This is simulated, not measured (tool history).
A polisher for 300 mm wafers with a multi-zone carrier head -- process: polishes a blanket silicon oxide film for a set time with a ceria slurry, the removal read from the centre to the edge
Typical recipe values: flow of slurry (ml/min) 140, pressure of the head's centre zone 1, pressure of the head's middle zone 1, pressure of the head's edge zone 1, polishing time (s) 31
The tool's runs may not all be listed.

run    hour  flow of slurry (ml/min)  pressure of the head's centre zone  pressure of the head's middle zone  pressure of the head's edge zone  polishing time (s)  incoming thickness of the incoming film, nm  film removed at the wafer's centre (angstrom)  film removed at mid-radius (angstrom)  film removed at the wafer's edge (angstrom)
  1       0                      140                                   1                                1.06                                 1                  31                                        887.3                                           1335                                   1430                                         1368
       71.1  -- edge zone pressure recalibrated
  2   105.4                      140                                   1                                1.06                                 1                  31                                        880.1                                           1317                                   1392                                         1329
  3   204.2                      120                                   1                                1.06                                 1                  40                                        866.1                                           1619                                   1754                                         1679
  4   298.6                      140                                   1                                   1                                 1                  38                                        880.7                                           1568                                   1635                                         1576
  5   390.8                      140                                   1                                   1                                 1                  31                                        874.1                                           1274                                   1313                                         1312
      412.3  -- worn pad replaced by a new one, of another model than before
      429.4  -- carrier head's membrane replaced by a new one
      480.8  -- slurry nozzle cleaned
  6   535.2                      140                                   1                                   1                                 1                  31                                        878.7                                           1353                                   1396                                         1357
  7   607.2                      140                                   1                                   1                              1.05                  31                                        866.3                                           1363                                   1400                                         1411
      677.1  -- centre zone pressure recalibrated
  8   677.6                      140                                0.91                                0.95                                 1                  31                                        876.1                                           1230                                   1321                                         1327
      705.3  -- edge zone pressure recalibrated
  9   747.3                      140                                   1                                   1                              0.97                  31                                        868.7                                           1330                                   1365                                         1324
 10   815.9                      180                                   1                                   1                              1.05                  31                                        881.6                                           1352                                   1419                                         1393
 11   916.7                      140                                 0.9                                1.11                                 1                  20                                        893.6                                            757                                    940                                          851
     1025.2  -- worn pad replaced by a new one
 12  1095.2                      140                                1.05                                   1                                 1                  31                                        859.7                                           1451                                   1417                                         1405
     1139.1  -- slurry nozzle cleaned
     1145.9  -- carrier head's membrane replaced by a new one
 13  1180.3                      140                                   1                                   1                                 1                  34                                        880.9                                           1493                                   1526                                         1526
 14  1217.7                      160                                   1                                   1                               0.9                  25                                        867.3                                           1127                                   1157                                         1064
 15  1314.4                      140                                1.09                                0.92                                 1                  31                                        860.4                                           1472                                   1279                                         1354
 16    1367                      140                                   1                                0.95                                 1                  37                                        873.4                                           1598                                   1579                                         1623
     1382.3  -- edge zone pressure recalibrated
 17  1438.4                      140                                   1                                0.92                              1.06                  36                                        871.2                                           1528                                   1485                                         1604
     1465.5  -- centre zone pressure recalibrated
 18  1545.8                      185                                0.91                                1.06                              1.05                  31                                        888.6                                           1239                                   1467                                         1371
 19  1590.4                      125                                   1                                   1                                 1                  31                                        876.2                                           1282                                   1331                                         1331
 20  1637.9                      140                                   1                                1.09                                 1                  31                                        884.9                                           1282                                   1440                                         1318
 21  1725.3                      140                                   1                                1.12                                 1                  36                                        885.7                                           1473                                   1703                                         1510
     1780.5  -- carrier head's membrane replaced by a new one
     1852.7  -- worn pad replaced by a new one
       1856  -- slurry nozzle cleaned
 22  1991.6                      140                                0.94                                0.92                              1.06                  42                                        878.8                                           1730                                   1753                                         1911
 23  2032.8                      140                                   1                                   1                              1.05                  31                                          883                                           1337                                   1351                                         1371

Run-by-run hidden state of the tool:
slurry flow missing at the pad, %: 0 at every run
deviation of the centre zone's pressure from its setpoint, %: 0 at every run
deviation of the edge zone's pressure from its setpoint, %: 0 at every run
H1: removal rate lost through wear of the pad, %
run     H1
  1   4.43
  2   5.66
  3   6.82
  4   7.92
  5      9
  6   2.14
  7   2.98
  8   3.81
  9   4.62
 10   5.42
 11    6.6
 12  0.925
 13   1.92
 14   2.36
 15   3.49
 16   4.11
 17   4.94
 18    6.2
 19   6.72
 20   7.28
 21    8.3
 22   3.81
 23   4.29
